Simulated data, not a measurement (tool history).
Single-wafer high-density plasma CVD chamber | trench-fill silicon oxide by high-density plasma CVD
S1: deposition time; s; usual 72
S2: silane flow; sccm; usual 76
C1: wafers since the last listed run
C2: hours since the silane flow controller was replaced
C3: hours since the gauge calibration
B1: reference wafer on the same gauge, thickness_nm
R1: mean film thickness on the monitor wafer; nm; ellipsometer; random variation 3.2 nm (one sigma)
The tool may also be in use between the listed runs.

| run | hour | S1 | S2 | C1 | C2 | C3 | B1 | R1 |
|---|---|---|---|---|---|---|---|---|
| 1 | 0 | 72 | 76 | 0 | 1153.1 | 662.2 | 628.148 | 548.767 |
| 2 | 180 | 72 | 76 | 4159 | 1333.1 | 842.2 | 623.129 | 543.159 |
| 3 | 223.8 | 72 | 76 | 1012 | 1376.9 | 886 | 622.635 | 546.05 |
| 4 | 314.7 | 67.1 | 76 | 2100 | 1467.8 | 976.9 | 621.828 | 504.768 |
| 5 | 398 | 67.1 | 76 | 1925 | 1551.1 | 1060.2 | 620.851 | 507.495 |
| 6 | 498.9 | 72 | 76 | 2331 | 1652 | 1161.1 | 617.677 | 541.118 |
| 7 | 535 | 72 | 76 | 834 | 1688.1 | 1197.2 | 617.441 | 541.576 |
| 8 | 633.4 | 72 | 76 | 2274 | 1786.5 | 1295.6 | 615.798 | 544.717 |
| 9 | 723 | 72 | 76 | 2070 | 1876.1 | 1385.2 | 617.185 | 536.124 |
| 10 | 781.5 | 72 | 76 | 1351 | 1934.6 | 1443.7 | 615.678 | 537.154 |
| 11 | 865.6 | 72 | 84 | 1943 | 2018.7 | 1527.8 | 615.092 | 589.681 |
| 12 | 960 | 72 | 84 | 2181 | 2113.1 | 1622.2 | 615.597 | 593.087 |
| 13 | 1042.8 | 72 | 84 | 1913 | 2195.9 | 1705 | 615.398 | 593.782 |
| 14 | 1122.8 | 72 | 80 | 1848 | 2275.9 | 1785 | 613.917 | 563.286 |
| 15 | 1180.6 | 72 | 72 | 1335 | 2333.7 | 1842.8 | 613.596 | 502.186 |
| 16 | 1333 | 72 | 72 | 3521 | 2486.1 | 1995.2 | 613.358 | 505.553 |
|  | 1390.8 | silane flow controller replaced |
| 17 | 1416.2 | 72 | 76 | 1737 | 25.4 | 2078.4 | 611.292 | 539.425 |
| 18 | 1517 | 67.4 | 84 | 2329 | 126.2 | 2179.2 | 611.918 | 552.321 |
| 19 | 1813 | 67.4 | 84 | 6840 | 422.2 | 2475.2 | 610.944 | 553.268 |
|  | 1844.6 | gauge calibrated |
| 20 | 2080.9 | 67.4 | 84 | 6191 | 690.1 | 236.3 | 640.843 | 577.706 |
| 21 | 2157.9 | 72 | 76 | 1779 | 767.1 | 313.3 | 638.443 | 560.46 |
| 22 | 2210.4 | 72 | 76 | 1213 | 819.6 | 365.8 | 637.003 | 558.918 |
| 23 | 2303.1 | 72 | 87 | 2142 | 912.3 | 458.5 | 631.939 | 635.435 |
| 24 | 2356.6 | 60 | 87 | 1236 | 965.8 | 512 | 632.455 | 527.227 |
| 25 | 2438.7 | 82.8 | 63 | 1897 | 1047.9 | 594.1 | 631.116 | 532.028 |
| 26 | 2475.9 | 64.1 | 65 | 859 | 1085.1 | 631.3 | 627.445 | 421.583 |
| 27 | 2581.9 | 67.5 | 90 | 2449 | 1191.1 | 737.3 | 626.205 | 607.297 |
| 28 | 2645.2 | 72 | 63 | 1462 | 1254.4 | 800.6 | 624.737 | 450.308 |
| 29 | 2742.6 | 58.3 | 69 | 2250 | 1351.8 | 898 | 623.717 | 401.082 |
| 30 | 2778.8 | 72 | 65 | 836 | 1388 | 934.2 | 623.194 | 465.26 |
| 31 | 2877.1 | 65.1 | 76 | 2271 | 1486.3 | 1032.5 | 620.307 | 488.424 |
| 32 | 2928.7 | 72 | 84 | 1192 | 1537.9 | 1084.1 | 620.434 | 592.704 |
| 33 | 2967.1 | 60.7 | 90 | 887 | 1576.3 | 1122.5 | 620.69 | 541.225 |
| 34 | 3076.5 | 65.1 | 66 | 2528 | 1685.7 | 1231.9 | 620.498 | 423.248 |
| 35 | 3160 | 81 | 70 | 1929 | 1769.2 | 1315.4 | 617.709 | 557.839 |
| 36 | 3217.6 | 67.7 | 65 | 1331 | 1826.8 | 1373 | 618.087 | 439.387 |
| 37 | 3288.8 | 78.4 | 62 | 1645 | 1898 | 1444.2 | 616.39 | 479.487 |
| 38 | 3326.1 | 64.6 | 67 | 862 | 1935.3 | 1481.5 | 616.249 | 424.201 |
| 39 | 3364.6 | 80.7 | 64 | 889 | 1973.8 | 1520 | 616.527 | 505.767 |
| 40 | 3467.7 | 61.2 | 71 | 2382 | 2076.9 | 1623.1 | 618.357 | 426.202 |
| 41 | 3558.9 | 82 | 81 | 2107 | 2168.1 | 1714.3 | 616.089 | 650.682 |
| 42 | 3755.1 | 72 | 76 | 4534 | 2364.3 | 1910.5 | 613.369 | 536.545 |
| 43 | 3838.7 | 76.3 | 68 | 1931 | 2447.9 | 1994.1 | 615.417 | 504.466 |
|  | 3890 | silane flow controller replaced |
| 44 | 3933.5 | 72 | 76 | 2005 | 43.5 | 2088.9 | 613.724 | 537.249 |
| 45 | 4016 | 72 | 76 | 1906 | 126 | 2171.4 | 613.58 | 532.397 |

Measured less the same run without the tool's hidden state. The same run-to-run variation is in both; the gauge's scatter may not be:
The hidden state here: delivered silane flow above the setpoint (%); gauge reads high (%).
| run | R1 |
|---|---|
| 1 | -16.915 |
| 2 | -19.951 |
| 3 | -20.742 |
| 4 | -20.383 |
| 5 | -21.495 |
| 6 | -24.075 |
| 7 | -24.475 |
| 8 | -25.577 |
| 9 | -25.939 |
| 10 | -26.446 |
| 11 | -29.691 |
| 12 | -30.529 |
| 13 | -31.088 |
| 14 | -29.925 |
| 15 | -26.935 |
| 16 | -27.712 |
| 17 | -29.868 |
| 18 | -30.913 |
| 19 | -31.727 |
| 20 | -4.614 |
| 21 | -6.954 |
| 22 | -8.497 |
| 23 | -12.542 |
| 24 | -11.672 |
| 25 | -13.586 |
| 26 | -11.37 |
| 27 | -18.658 |
| 28 | -14.745 |
| 29 | -14.265 |
| 30 | -16.999 |
| 31 | -19.027 |
| 32 | -23.775 |
| 33 | -22.152 |
| 34 | -18.221 |
| 35 | -24.817 |
| 36 | -19.947 |
| 37 | -22.264 |
| 38 | -19.912 |
| 39 | -23.994 |
| 40 | -20.742 |
| 41 | -32.291 |
| 42 | -27.555 |
| 43 | -26.218 |
| 44 | -28.257 |
| 45 | -28.261 |
